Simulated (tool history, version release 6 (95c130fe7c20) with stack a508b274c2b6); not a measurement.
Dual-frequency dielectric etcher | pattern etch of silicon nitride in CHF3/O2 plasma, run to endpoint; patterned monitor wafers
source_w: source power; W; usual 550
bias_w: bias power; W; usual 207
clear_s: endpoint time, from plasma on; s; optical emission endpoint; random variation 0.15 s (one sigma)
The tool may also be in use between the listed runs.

| run | hour | source_w | bias_w | incoming incoming film thickness, nm | clear_s |
|---|---|---|---|---|---|
| 1 | 0.0 | 550 | 207 | 69.0 | 47.5 |
| 2 | 14.7 | 550 | 207 | 69.1 | 47.8 |
| 3 | 54.3 | 550 | 207 | 69.2 | 47.6 |
| 4 | 69.2 | 550 | 207 | 70.2 | 48.4 |
| 5 | 79.4 | 550 | 207 | 69.9 | 48.2 |
| 6 | 87.8 | 550 | 207 | 69.1 | 47.6 |
| 7 | 101.3 | 550 | 207 | 69.3 | 47.7 |
| 8 | 111.0 | 550 | 207 | 68.7 | 47.4 |
| 9 | 125.6 | 550 | 207 | 69.5 | 47.7 |
|  | 160.9 | source power generator calibrated |
|  | 162.1 | upper electrode replaced, of another model than before |
| 10 | 162.6 | 550 | 207 | 69.4 | 47.7 |
| 11 | 162.9 | 550 | 207 | 68.7 | 47.2 |
| 12 | 164.2 | 550 | 207 | 69.9 | 48.1 |
| 13 | 171.6 | 670 | 189 | 69.3 | 46.4 |
| 14 | 201.4 | 440 | 245 | 68.6 | 46.9 |
| 15 | 208.1 | 610 | 207 | 69.1 | 45.7 |
| 16 | 218.6 | 620 | 241 | 69.2 | 41.1 |
| 17 | 232.0 | 510 | 237 | 69.6 | 45.2 |
|  | 242.3 | bias power generator calibrated |
|  | 259.7 | wet clean of the chamber |
| 18 | 260.2 | 620 | 231 | 68.9 | 42.7 |
| 19 | 260.6 | 550 | 178 | 68.9 | 53.3 |
| 20 | 266.3 | 420 | 254 | 69.4 | 48.6 |
| 21 | 280.0 | 550 | 207 | 68.6 | 48.3 |
| 22 | 321.5 | 510 | 253 | 68.6 | 44.2 |
| 23 | 327.6 | 490 | 207 | 68.8 | 50.6 |
| 24 | 333.9 | 550 | 207 | 69.1 | 48.1 |

What the log doesn't show, run by run:
source power that arrives over what is set, %: 0 in every run
bias power that arrives over what is set, %: 0 in every run
H1: etch rate over this chamber's usual, %
| run | H1 |
|---|---|
| 1 | 2 |
| 2 | 2.06 |
| 3 | 2.21 |
| 4 | 2.27 |
| 5 | 2.31 |
| 6 | 2.35 |
| 7 | 2.4 |
| 8 | 2.44 |
| 9 | 2.5 |
| 10 | 2.64 |
| 11 | 2.65 |
| 12 | 2.65 |
| 13 | 2.68 |
| 14 | 2.8 |
| 15 | 2.83 |
| 16 | 2.87 |
| 17 | 2.92 |
| 18 | 0.588 |
| 19 | 0.589 |
| 20 | 0.612 |
| 21 | 0.666 |
| 22 | 0.831 |
| 23 | 0.856 |
| 24 | 0.881 |
